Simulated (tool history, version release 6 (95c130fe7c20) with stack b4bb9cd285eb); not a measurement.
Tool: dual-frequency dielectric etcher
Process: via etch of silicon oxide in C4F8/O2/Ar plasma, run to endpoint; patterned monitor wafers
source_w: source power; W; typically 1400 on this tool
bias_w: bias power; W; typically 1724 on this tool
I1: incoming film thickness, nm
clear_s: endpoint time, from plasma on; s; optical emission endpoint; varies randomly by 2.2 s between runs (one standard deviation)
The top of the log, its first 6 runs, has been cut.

{"run": 7, "day": 3.712, "source_w": 1400, "bias_w": 1724, "I1": 1770.7, "clear_s": 423.9}
{"run": 8, "day": 4.308, "source_w": 1400, "bias_w": 1724, "I1": 1748.7, "clear_s": 422.9}
{"run": 9, "day": 4.638, "source_w": 1400, "bias_w": 1724, "I1": 1765.1, "clear_s": 427.2}
{"run": 10, "day": 4.896, "source_w": 1400, "bias_w": 1724, "I1": 1751.5, "clear_s": 422}
{"run": 11, "day": 5.604, "source_w": 1400, "bias_w": 1724, "I1": 1754.6, "clear_s": 420.9}
{"day": 7.171, "done": "upper electrode replaced"}
{"run": 12, "day": 7.192, "source_w": 1400, "bias_w": 1724, "I1": 1744.7, "clear_s": 421.6}
{"run": 13, "day": 7.208, "source_w": 1400, "bias_w": 1724, "I1": 1755, "clear_s": 424.9}
{"run": 14, "day": 7.367, "source_w": 1400, "bias_w": 1724, "I1": 1759.5, "clear_s": 430.2}
{"run": 15, "day": 7.671, "source_w": 1400, "bias_w": 1724, "I1": 1750.8, "clear_s": 425.8}
{"day": 7.858, "done": "bias power generator calibrated"}
{"run": 16, "day": 8.317, "source_w": 1660, "bias_w": 1724, "I1": 1751.6, "clear_s": 383}
{"run": 17, "day": 8.992, "source_w": 1660, "bias_w": 1724, "I1": 1761.3, "clear_s": 388.5}
{"run": 18, "day": 9.488, "source_w": 1660, "bias_w": 1724, "I1": 1763.7, "clear_s": 392.9}
{"run": 19, "day": 9.775, "source_w": 1660, "bias_w": 1358, "I1": 1749, "clear_s": 415.3}
{"run": 20, "day": 10.35, "source_w": 1270, "bias_w": 2104, "I1": 1755.5, "clear_s": 422}
{"run": 21, "day": 11.15, "source_w": 1400, "bias_w": 1724, "I1": 1760.2, "clear_s": 430.4}
{"day": 12.333, "done": "wet clean of the chamber"}
{"run": 22, "day": 12.354, "source_w": 1570, "bias_w": 1540, "I1": 1766.6, "clear_s": 400.1}
{"run": 23, "day": 12.371, "source_w": 1100, "bias_w": 1724, "I1": 1768.8, "clear_s": 484.3}
{"day": 12.838, "done": "source power generator calibrated"}
{"run": 24, "day": 12.858, "source_w": 1730, "bias_w": 1935, "I1": 1782.4, "clear_s": 354.9}
{"run": 25, "day": 13.633, "source_w": 1400, "bias_w": 1724, "I1": 1743.2, "clear_s": 409.5}
{"run": 26, "day": 14.346, "source_w": 1720, "bias_w": 1979, "I1": 1747.2, "clear_s": 352.7}

Forecast run 27:
{"run": 27, "day": 14.912, "source_w": 1660, "bias_w": 1724, "I1": 1763.8, "clear_s": "?"}

{"run 27": {"clear_s": 376.5}}
The same run, on a tool lacking any hidden state, would have yielded clear_s 373.4 s.
